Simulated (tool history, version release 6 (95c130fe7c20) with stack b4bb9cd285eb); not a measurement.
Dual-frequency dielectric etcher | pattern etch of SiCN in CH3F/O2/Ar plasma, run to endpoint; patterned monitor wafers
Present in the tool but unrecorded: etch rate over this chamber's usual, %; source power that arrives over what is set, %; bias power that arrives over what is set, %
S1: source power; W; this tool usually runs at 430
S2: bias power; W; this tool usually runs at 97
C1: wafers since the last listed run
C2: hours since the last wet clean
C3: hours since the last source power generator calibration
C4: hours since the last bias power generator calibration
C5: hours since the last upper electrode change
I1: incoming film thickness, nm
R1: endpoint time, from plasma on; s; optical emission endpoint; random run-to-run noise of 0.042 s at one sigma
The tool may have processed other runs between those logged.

run	day	S1	S2	C1	C2	C3	C4	C5	I1	R1
1	0	430	97	0	351.2	1772.9	1528.2	5244.3	6.06	14
# day 1.629: wet clean of the chamber
2	2.762	430	97	548	27.2	1839.2	1594.5	5310.6	6.12	14
3	4.912	430	97	669	78.8	1890.8	1646.1	5362.2	6.14	14.1
4	6.029	430	97	347	105.6	1917.6	1672.9	5389	6.09	14
5	7.362	430	97	415	137.6	1949.6	1704.9	5421	6.1	14
6	9.95	400	114	805	199.7	2011.7	1767	5483.1	6.14	13.7
7	11.683	400	114	539	241.3	2053.3	1808.6	5524.7	6.09	13.6
8	12.767	400	114	337	267.3	2079.3	1834.6	5550.7	6.11	13.5
9	14.767	430	110	622	315.3	2127.3	1882.6	5598.7	6.13	13.5
# day 15.571: source power generator calibrated
# day 16.496: upper electrode replaced
# day 18.158: wet clean of the chamber
10	18.179	430	110	411	0.5	62.6	1964.5	40.4	6.12	13.1
11	19.792	430	110	502	39.2	101.3	2003.2	79.1	6.1	13.1
12	20.867	470	103	334	65	127.1	2029	104.9	6.06	12.9
# day 21.542: bias power generator calibrated
13	23.096	460	97	642	118.5	180.6	37.3	158.4	6.08	13.6
14	25.825	390	118	849	184	246.1	102.8	223.9	6.09	13.5
15	27.758	430	97	602	230.4	292.5	149.2	270.3	6.05	14
16	31.35	510	97	1118	316.6	378.7	235.4	356.5	6.04	13
17	32.821	520	97	458	351.9	414	270.7	391.8	6.07	13.1
# day 34.833: wet clean of the chamber
18	35.4	430	97	491	13.6	475.9	332.6	453.7	6.06	14
19	41.483	320	119	1894	159.6	621.9	478.6	599.7	6.03	14.4
20	43.271	510	86	556	202.5	664.8	521.5	642.6	6.05	13.6
21	48.212	430	97	1539	321.1	783.4	640.1	761.2	6.18	14.4
22	49.35	430	114	354	348.4	810.7	667.4	788.5	6.07	13.2
# day 52: wet clean of the chamber
23	52.021	430	120	520	0.5	874.8	731.5	852.6	6.13	13.1

Alternative continuations, all from the tool just after run 23; predict every row:
A	52.038	430	86	5	0.9	875.2	731.9	853	6.11	?
B	52.038	510	90	5	0.9	875.2	731.9	853	6.11	?
C	52.038	510	120	5	0.9	875.2	731.9	853	6.11	?
D	52.038	390	97	5	0.9	875.2	731.9	853	6.11	?
E	52.038	540	119	5	0.9	875.2	731.9	853	6.11	?

run	R1
A	14.7
B	13.6
C	12.2
D	14.6
E	11.9
What these runs would have given with no unlogged condition in the tool:
run	R1
A	14.7
B	13.5
C	12.1
D	14.6
E	11.9
